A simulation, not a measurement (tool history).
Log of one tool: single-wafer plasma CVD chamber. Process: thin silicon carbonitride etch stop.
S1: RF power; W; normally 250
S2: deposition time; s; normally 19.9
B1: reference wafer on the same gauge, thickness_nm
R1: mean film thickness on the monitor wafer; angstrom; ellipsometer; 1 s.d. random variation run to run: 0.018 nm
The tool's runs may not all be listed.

run   hour   S1    S2      B1      R1
  1    0.0  250  19.9  10.098  117.42
  2    7.6  290  19.9  10.102  120.86
  3   13.8  290  19.9  10.093  120.79
  4   29.7  235  20.8  10.100  120.88
  5   46.9  235  20.8  10.096  121.52
  6   60.0  250  19.9  10.103  117.46
  7   71.4  250  19.9  10.094  117.25
  8   80.1  250  21.0  10.107  123.55
  9  116.7  250  21.0  10.100  123.56
 10  143.7  250  19.9  10.098  117.07
 11  154.7  250  19.9  10.098  117.30
 12  168.9  250  19.9  10.097  116.86
 13  180.4  250  19.9  10.099  117.04
 14  188.0  250  19.9  10.097  116.80
     200.5  -- RF generator calibrated
 15  201.6  250  19.9  10.101  119.00
 16  208.7  250  19.9  10.093  118.66
 17  217.1  250  19.9  10.098  119.09
 18  226.2  205  21.1  10.094  121.70
 19  234.2  250  19.9  10.098  119.31
 20  250.9  280  17.7  10.100  107.97
 21  260.9  250  19.9  10.102  119.05

Estimate the outcome of run 22 from the log above:
     276.4  -- gauge calibrated
 22  276.6  205  22.0   ?   ?

B1: 10.097
R1: 126.74 angstrom
Minus the tool's unlogged condition, the same run would have read R1 127.02 angstrom.
